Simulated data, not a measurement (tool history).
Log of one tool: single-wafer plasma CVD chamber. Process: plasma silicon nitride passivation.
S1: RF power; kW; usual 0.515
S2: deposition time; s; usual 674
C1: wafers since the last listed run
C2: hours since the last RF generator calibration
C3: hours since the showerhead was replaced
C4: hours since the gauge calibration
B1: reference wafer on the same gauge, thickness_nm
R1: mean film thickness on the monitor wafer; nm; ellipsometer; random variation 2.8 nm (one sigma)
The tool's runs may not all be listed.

Run 1, hour 0: usual settings but S1 0.49 kW, S2 771 s; C1 0; C2 921.6; C3 5321.5; C4 419.5; B1 988.452. Result: R1 1120.004 nm.
At hour 20.5: RF generator calibrated.
Run 2, hour 45.7: usual settings but S1 0.49 kW, S2 771 s; C1 90; C2 25.2; C3 5367.2; C4 465.2; B1 989.517. Result: R1 1121.242 nm.
Run 3, hour 98.6: usual settings but S1 0.49 kW, S2 771 s; C1 126; C2 78.1; C3 5420.1; C4 518.1; B1 990.254. Result: R1 1129.288 nm.
Run 4, hour 125.4: usual settings; C1 64; C2 104.9; C3 5446.9; C4 544.9; B1 990.876. Result: R1 1002.642 nm.
Run 5, hour 308.1: usual settings; C1 437; C2 287.6; C3 5629.6; C4 727.6; B1 994.531. Result: R1 1008.453 nm.
Run 6, hour 348.3: usual settings; C1 96; C2 327.8; C3 5669.8; C4 767.8; B1 994.905. Result: R1 1005.304 nm.
Run 7, hour 416.2: usual settings; C1 162; C2 395.7; C3 5737.7; C4 835.7; B1 995.981. Result: R1 1005.868 nm.
Run 8, hour 444: usual settings; C1 66; C2 423.5; C3 5765.5; C4 863.5; B1 995.604. Result: R1 1009.666 nm.
Run 9, hour 510.8: usual settings; C1 159; C2 490.3; C3 5832.3; C4 930.3; B1 996.696. Result: R1 1006.945 nm.
Run 10, hour 552.4: usual settings; C1 99; C2 531.9; C3 5873.9; C4 971.9; B1 996.257. Result: R1 1010.303 nm.
Run 11, hour 577.4: usual settings; C1 59; C2 556.9; C3 5898.9; C4 996.9; B1 997.096. Result: R1 1005.925 nm.
Run 12, hour 603: usual settings; C1 61; C2 582.5; C3 5924.5; C4 1022.5; B1 997.342. Result: R1 1014.925 nm.
Run 13, hour 672: usual settings but S1 0.45 kW, S2 602 s; C1 165; C2 651.5; C3 5993.5; C4 1091.5; B1 997.934. Result: R1 856.219 nm.
Run 14, hour 708.3: usual settings but S1 0.455 kW, S2 590 s; C1 86; C2 687.8; C3 6029.8; C4 1127.8; B1 998.082. Result: R1 842.27 nm.
Run 15, hour 748.5: usual settings but S1 0.55 kW, S2 635 s; C1 96; C2 728; C3 6070; C4 1168; B1 998.173. Result: R1 975.711 nm.
Run 16, hour 778.6: usual settings but S1 0.43 kW, S2 708 s; C1 72; C2 758.1; C3 6100.1; C4 1198.1; B1 998.492. Result: R1 993.24 nm.
At hour 816.7: showerhead replaced.
Run 17, hour 817.2: usual settings but S2 777 s; C1 73; C2 796.7; C3 0.5; C4 1236.7; B1 997.976. Result: R1 1165.77 nm.
At hour 905.1: RF generator calibrated.
At hour 919.3: gauge calibrated.
Run 18, hour 944.5: usual settings but S1 0.56 kW, S2 604 s; C1 285; C2 39.4; C3 127.8; C4 25.2; B1 970.23. Result: R1 907.368 nm.
Run 19, hour 994.8: usual settings but S1 0.485 kW, S2 575 s; C1 120; C2 89.7; C3 178.1; C4 75.5; B1 973.884. Result: R1 819.099 nm.
Run 20, hour 1040.8: usual settings but S1 0.455 kW, S2 772 s; C1 110; C2 135.7; C3 224.1; C4 121.5; B1 976.851. Result: R1 1086.185 nm.

Run 21 comes next. What will it give?
Run 21, hour 1112: usual settings but S1 0.445 kW, S2 555 s; C1 170; C2 206.9; C3 295.3; C4 192.7; B1 ?. Result: R1 ?.

B1: 980.756
R1: 775.597 nm
Without the tool's hidden state the same run would have given R1 768.041 nm.
